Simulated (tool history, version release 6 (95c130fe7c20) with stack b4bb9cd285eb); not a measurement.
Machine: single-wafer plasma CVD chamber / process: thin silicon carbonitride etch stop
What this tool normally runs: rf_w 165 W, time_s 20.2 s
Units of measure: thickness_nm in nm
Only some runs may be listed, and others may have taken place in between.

run	hour	rf_w	time_s	read-back reference wafer on the same gauge, thickness_nm	thickness_nm
1	0	165	20.2	13.202	10.959
2	17.9	165	20.2	13.21	10.919
3	34.9	165	20.2	13.19	10.933
4	47.8	165	20.2	13.197	10.895
5	59.7	165	20.2	13.203	10.93
6	69.3	165	20.2	13.203	10.907
7	83.1	165	20.2	13.208	10.935
8	96.8	165	17.2	13.195	9.326
9	109.2	165	17.2	13.189	9.333
10	115.8	180	20.2	13.207	11.142
11	130.4	140	20.2	13.202	10.513
12	147.8	165	20.2	13.196	10.97
13	162.3	175	21.8	13.2	11.967
14	177.9	180	23.7	13.199	13.111
15	192.7	165	22.7	13.205	12.299
16	198.8	135	19.1	13.202	9.862
17	205.7	135	16.8	13.206	8.681
18	231.8	155	16.8	13.196	9.148
19	239.9	140	20.2	13.205	10.726
20	248	145	21.7	13.194	11.645
21	265.1	165	22.7	13.2	12.525
22	272.3	165	20.2	13.197	11.164
23	284	155	16.3	13.196	8.869
24	292	165	18.6	13.196	10.249
25	311.6	135	20.2	13.214	10.612
26	318.1	165	20.2	13.202	11.145
27	332.4	165	20.2	13.197	11.122
28	346.2	165	20.2	13.196	11.127
29	361.1	165	16.7	13.199	9.186
30	373.7	140	18.3	13.192	9.684
31	385.1	195	20.2	13.2	11.571
32	399	165	20.2	13.195	11.133
33	416.3	140	20.2	13.193	10.683
34	431.8	150	22.3	13.2	12.001
35	448.9	165	16.2	13.207	8.903
36	456	175	22.1	13.203	12.287

Withheld: 4 entries from between the runs. Position of each, and hidden state at the listed run before versus the listed run after:
In the gap between runs 17 and 18: RF generator calibrated (hour 231.3)
  delivered RF power above the setpoint (%): -8.56 -> -0.228
  measured value less the no-hidden-state value, thickness_nm: -0.186 -> -0.005 nm
In the gap between runs 20 and 21: gauge calibrated (hour 250.4)
  delivered RF power above the setpoint (%): -0.421 -> -0.62
  measured value less the no-hidden-state value, thickness_nm: -0.012 -> -0.018 nm
In the gap between runs 24 and 25: showerhead replaced (hour 311.1)
  delivered RF power above the setpoint (%): -0.923 -> -1.14
  measured value less the no-hidden-state value, thickness_nm: -0.023 -> -0.029 nm
In the gap between runs 26 and 27: thermocouple changed; heater temperature recalibrated (hour 331.9)
  delivered RF power above the setpoint (%): -1.21 -> -1.36
  measured value less the no-hidden-state value, thickness_nm: -0.032 -> -0.036 nm
